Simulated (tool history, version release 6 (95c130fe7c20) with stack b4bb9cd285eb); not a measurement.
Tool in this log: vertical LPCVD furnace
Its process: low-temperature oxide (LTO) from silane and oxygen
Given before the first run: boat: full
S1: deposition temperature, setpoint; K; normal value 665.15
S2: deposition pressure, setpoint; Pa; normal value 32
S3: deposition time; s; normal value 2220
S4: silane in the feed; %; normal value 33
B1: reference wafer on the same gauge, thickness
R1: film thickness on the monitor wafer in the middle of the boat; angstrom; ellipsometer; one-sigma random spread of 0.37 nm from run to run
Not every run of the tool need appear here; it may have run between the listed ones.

run	hour	S1	S2	S3	S4	B1	R1
1	0	670.15	32	2220	33	260.97	2601.9
2	14.2	670.15	32	2220	33	261.14	2603.2
3	31.5	670.15	32	2220	33	261.06	2604.1
# hour 57.9: pressure gauge zeroed
4	58.4	665.15	32	2220	33	261	2454.2
5	62.1	665.15	32	2220	33	260.97	2451.5
6	66.4	665.15	32	2220	33	261.1	2454.1
7	81	665.15	32	1740	33	261.01	1922.6
# hour 111.7: gauge calibrated
# hour 114.2: silane flow controller replaced
8	114.7	665.15	32	1740	33	260.97	1920.1
9	118.5	665.15	28.7	2220	27	261.02	1633.4
10	122.2	670.15	32	2220	33	261.04	2598.8
# hour 150.6: thermocouples replaced and temperature profile calibrated
11	151.1	675.15	32	2790	33	261.09	3468.6
12	154.9	660.15	32	1530	27	260.89	1178.9
13	162	658.15	38.7	1860	36	260.94	2575.8
14	168.6	669.15	28.7	2220	33	260.98	2311.9
15	176.2	656.15	38	2580	35	260.92	3293.2
16	185.4	671.15	32	2220	27	261.02	1963.1
17	191.5	675.15	38.7	2730	33	261	4095.5

Run-by-run hidden state of the tool:
true tube temperature minus thermocouple reading, K: 0, the same for each run
true pressure minus gauge reading, mTorr: 0, the same for each run
deviation of the silane flow from its setpoint, %: 0, the same for each run
gauge reads high (%): 0, the same for each run

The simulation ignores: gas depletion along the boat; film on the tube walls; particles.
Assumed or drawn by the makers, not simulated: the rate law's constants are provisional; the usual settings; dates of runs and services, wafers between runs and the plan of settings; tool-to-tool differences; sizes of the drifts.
